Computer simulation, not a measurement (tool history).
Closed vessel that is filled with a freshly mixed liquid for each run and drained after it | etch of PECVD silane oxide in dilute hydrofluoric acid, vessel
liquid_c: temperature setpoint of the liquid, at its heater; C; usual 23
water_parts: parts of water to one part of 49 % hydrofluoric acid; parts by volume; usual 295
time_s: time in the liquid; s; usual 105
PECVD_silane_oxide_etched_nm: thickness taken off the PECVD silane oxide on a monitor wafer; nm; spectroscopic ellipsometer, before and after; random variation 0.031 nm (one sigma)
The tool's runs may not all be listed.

run	hour	liquid_c	water_parts	time_s	read-back film thickness of the PECVD silane oxide reference wafer, read on the same gauge (nm)	PECVD_silane_oxide_etched_nm
1	0	23	295	105	96.451	4.652
2	104.7	23	295	105	96.332	4.583
3	185.2	23	295	105	96.163	4.584
4	235.3	23	295	105	96.099	4.603
5	298.6	23	295	105	96.058	4.615
6	353.9	23	230	105	95.912	6.333
7	398.1	23	295	105	95.898	4.597
8	462.4	23	325	60	95.808	2.321
9	532.6	23	295	105	95.711	4.564
# hour 572.1: gauge calibrated
10	638.1	27	295	105	100.155	5.456
11	706.1	23	295	105	100.069	4.849
12	798.7	23	295	105	99.939	4.756
13	862.9	23	295	105	99.834	4.81
14	904	23	380	105	99.808	3.465
15	961	25.5	295	75	99.676	3.732
16	1017	25	340	130	99.608	5.284
# hour 1057.6: hydrofluoric acid flow meter replaced
17	1124.4	19	150	125	99.457	11.042
18	1185.8	18.5	170	140	99.434	10.478
# hour 1226.5: thermometer replaced
19	1268.9	23	295	105	99.262	4.73
20	1374	23	295	105	99.075	4.786
21	1471.2	23	295	105	98.991	4.737
22	1512.2	24.5	295	105	98.88	5.044
23	1595.6	23	195	135	98.775	10.114

Run 24 comes next. What will it give?
24	1672.5	25	425	60	?	?

{"run 24": {"read-back film thickness of the PECVD silane oxide reference wafer, read on the same gauge (nm)": 98.696, "PECVD_silane_oxide_etched_nm": 1.771}}
Without the tool's hidden state the same run would have given PECVD_silane_oxide_etched_nm 1.795 nm.
